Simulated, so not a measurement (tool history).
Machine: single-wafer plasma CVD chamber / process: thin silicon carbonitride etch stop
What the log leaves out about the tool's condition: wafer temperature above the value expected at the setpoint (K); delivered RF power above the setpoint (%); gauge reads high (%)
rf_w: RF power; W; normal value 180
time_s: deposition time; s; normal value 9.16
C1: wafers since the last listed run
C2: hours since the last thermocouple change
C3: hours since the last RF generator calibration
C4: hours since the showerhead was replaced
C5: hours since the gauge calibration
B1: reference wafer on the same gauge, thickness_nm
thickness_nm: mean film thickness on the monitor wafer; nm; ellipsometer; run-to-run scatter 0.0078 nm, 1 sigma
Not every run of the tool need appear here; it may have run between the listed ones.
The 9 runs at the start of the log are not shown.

Run 10, hour 204.6: usual settings; C1 328; C2 1267.5; C3 1775.8; C4 6195.3; C5 123.1; B1 5.788. Result: thickness_nm 5.111 nm.
Run 11, hour 214.4: usual settings; C1 201; C2 1277.3; C3 1785.6; C4 6205.1; C5 132.9; B1 5.789. Result: thickness_nm 5.106 nm.
Run 12, hour 228.5: usual settings; C1 289; C2 1291.4; C3 1799.7; C4 6219.2; C5 147.0; B1 5.792. Result: thickness_nm 5.117 nm.
Run 13, hour 237.0: usual settings but rf_w 145 W, time_s 7.57 s; C1 174; C2 1299.9; C3 1808.2; C4 6227.7; C5 155.5; B1 5.788. Result: thickness_nm 4.035 nm.
At hour 247.2: thermocouple changed; heater temperature recalibrated.
Run 14, hour 254.2: usual settings; C1 188; C2 7.0; C3 1825.4; C4 6244.9; C5 172.7; B1 5.792. Result: thickness_nm 5.117 nm.
Run 15, hour 268.1: usual settings; C1 285; C2 20.9; C3 1839.3; C4 6258.8; C5 186.6; B1 5.791. Result: thickness_nm 5.113 nm.
At hour 284.9: showerhead replaced.
Run 16, hour 285.6: usual settings but rf_w 165 W, time_s 7.68 s; C1 195; C2 38.4; C3 1856.8; C4 0.7; C5 204.1; B1 5.790. Result: thickness_nm 4.210 nm.
At hour 294.3: RF generator calibrated.
Run 17, hour 304.7: usual settings but rf_w 165 W, time_s 9.91 s; C1 227; C2 57.5; C3 10.4; C4 19.8; C5 223.2; B1 5.790. Result: thickness_nm 5.528 nm.
Run 18, hour 321.6: usual settings but rf_w 195 W, time_s 10.86 s; C1 347; C2 74.4; C3 27.3; C4 36.7; C5 240.1; B1 5.788. Result: thickness_nm 6.285 nm.
Run 19, hour 335.1: usual settings; C1 277; C2 87.9; C3 40.8; C4 50.2; C5 253.6; B1 5.791. Result: thickness_nm 5.190 nm.
Run 20, hour 342.3: usual settings but time_s 10.80 s; C1 147; C2 95.1; C3 48.0; C4 57.4; C5 260.8; B1 5.791. Result: thickness_nm 6.136 nm.
Run 21, hour 350.8: usual settings but time_s 9.94 s; C1 174; C2 103.6; C3 56.5; C4 65.9; C5 269.3; B1 5.790. Result: thickness_nm 5.633 nm.
Run 22, hour 362.3: usual settings but time_s 10.25 s; C1 236; C2 115.1; C3 68.0; C4 77.4; C5 280.8; B1 5.790. Result: thickness_nm 5.799 nm.
Run 23, hour 378.3: usual settings; C1 328; C2 131.1; C3 84.0; C4 93.4; C5 296.8; B1 5.792. Result: thickness_nm 5.177 nm.
Run 24, hour 385.3: usual settings but time_s 7.49 s; C1 143; C2 138.1; C3 91.0; C4 100.4; C5 303.8; B1 5.790. Result: thickness_nm 4.240 nm.
Run 25, hour 396.1: usual settings but rf_w 165 W, time_s 7.44 s; C1 221; C2 148.9; C3 101.8; C4 111.2; C5 314.6; B1 5.788. Result: thickness_nm 4.144 nm.
Run 26, hour 405.2: usual settings but rf_w 155 W, time_s 10.56 s; C1 186; C2 158.0; C3 110.9; C4 120.3; C5 323.7; B1 5.790. Result: thickness_nm 5.791 nm.
Run 27, hour 412.4: usual settings but rf_w 210 W, time_s 10.62 s; C1 147; C2 165.2; C3 118.1; C4 127.5; C5 330.9; B1 5.791. Result: thickness_nm 6.221 nm.

Run 28 has not been measured yet. What should we expect?
Run 28, hour 423.2: usual settings; C1 221; C2 176.0; C3 128.9; C4 138.3; C5 341.7; B1 ?. Result: thickness_nm ?.

B1: 5.791
thickness_nm: 5.182 nm
Without the tool's hidden state the same run would have given thickness_nm 5.206 nm.
